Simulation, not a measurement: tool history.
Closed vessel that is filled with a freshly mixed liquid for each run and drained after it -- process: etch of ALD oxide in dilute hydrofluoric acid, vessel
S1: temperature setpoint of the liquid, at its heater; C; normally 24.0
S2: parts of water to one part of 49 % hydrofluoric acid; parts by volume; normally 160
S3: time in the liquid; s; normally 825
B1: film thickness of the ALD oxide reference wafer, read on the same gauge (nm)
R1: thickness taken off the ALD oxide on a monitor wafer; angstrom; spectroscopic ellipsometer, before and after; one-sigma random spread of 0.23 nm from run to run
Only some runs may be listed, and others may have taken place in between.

run,day,S1,S2,S3,B1,R1
1,0.000,24.0,205,825,90.01,343.4
2,0.617,24.0,115,1070,90.02,878.3
3,0.917,24.0,160,825,90.01,463.4
4,3.154,24.0,160,825,90.00,466.0
5,3.808,24.0,160,825,90.01,465.0
6,4.150,24.0,160,585,90.00,330.5
7,4.546,24.0,160,585,90.00,329.5
8,5.129,24.0,160,585,89.98,333.1
9,5.412,26.5,160,825,90.02,507.2
10,5.688,24.0,225,825,89.98,309.1
11,6.329,24.0,225,825,90.01,308.5
12,6.762,24.0,135,825,90.00,566.7
13,7.058,25.5,90,825,89.99,951.0
14,7.650,24.0,160,825,90.02,464.2
15,7.925,24.0,230,825,90.00,299.8
16,8.442,24.0,160,825,90.01,463.3
17,9.088,26.0,125,380,90.01,306.0
18,9.796,21.5,120,1235,89.99,878.0
19,10.996,19.5,115,335,90.01,231.4
20,11.579,24.0,160,825,89.99,463.8
21,12.304,24.0,185,385,90.01,182.0
22,12.700,24.0,160,825,89.98,465.6
23,13.075,24.0,160,825,90.00,465.9

Not shown here: 4 entries made in the log between runs. Locate each between two listed runs and compare the hidden state at the listed run before it with the hidden state at the listed run after it:
Logged between run 3 and run 4: gauge calibrated (day 1.296)
  no difference in the tool's unlogged condition between these two runs
Logged between run 7 and run 8: thermometer replaced (day 4.683)
  no difference in the tool's unlogged condition between these two runs
Logged between run 15 and run 16: hydrofluoric acid flow meter replaced (day 8.208)
  no difference in the tool's unlogged condition between these two runs
Logged between run 17 and run 18: gauge calibrated (day 9.388)
  no difference in the tool's unlogged condition between these two runs
